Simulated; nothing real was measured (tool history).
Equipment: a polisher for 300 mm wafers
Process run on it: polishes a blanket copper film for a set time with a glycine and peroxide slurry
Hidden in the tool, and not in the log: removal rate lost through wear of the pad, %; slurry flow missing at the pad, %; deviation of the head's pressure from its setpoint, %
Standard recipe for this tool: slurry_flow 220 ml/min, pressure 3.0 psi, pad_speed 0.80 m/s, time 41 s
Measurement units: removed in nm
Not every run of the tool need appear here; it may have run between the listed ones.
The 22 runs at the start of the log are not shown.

run   hour  slurry_flow  pressure  pad_speed  time  wafers since the last listed run  wafers polished on this pad  hours since the slurry nozzle was cleaned  hours since the head pressure was calibrated  incoming thickness of the incoming film, nm  removed
 23  282.0          170       3.6       0.60    29                               201                          730                                      104.4                                        1094.3                                       1742.0    106.2
     299.0  -- head pressure recalibrated
 24  313.3          220       3.7       0.80    31                               513                         1244                                      135.7                                          14.3                                       1716.6    163.2
 25  324.3          220       3.0       0.80    41                               192                         1436                                      146.7                                          25.3                                       1696.5    177.8
 26  334.1          220       2.5       0.68    32                               171                         1608                                      156.5                                          35.1                                       1707.9    106.3
 27  342.5          220       2.4       0.60    41                               147                         1755                                      164.9                                          43.5                                       1711.9    125.5
     354.4  -- worn pad replaced by a new one
 28  355.4          220       3.0       0.80    41                               156                           18                                      177.8                                          56.4                                       1742.4    177.1
 29  365.4          285       3.8       0.62    33                               175                          193                                      187.8                                          66.4                                       1726.3    145.0
 30  373.2          220       3.0       0.96    35                               136                          330                                      195.6                                          74.2                                       1742.9    177.2
 31  380.6          220       3.6       0.80    41                               129                          460                                      203.0                                          81.6                                       1695.8    207.0
 32  390.0          220       3.0       0.80    37                               164                          624                                      212.4                                          91.0                                       1718.0    161.1

What will run 33 give?
 33  396.9          220       3.6       0.80    37                               120                          745                                      219.3                                          97.9                                       1735.5        ?

Run 33 yielded removed 184.2 nm.
Minus the tool's unlogged condition, the same run would have read removed 185.1 nm.
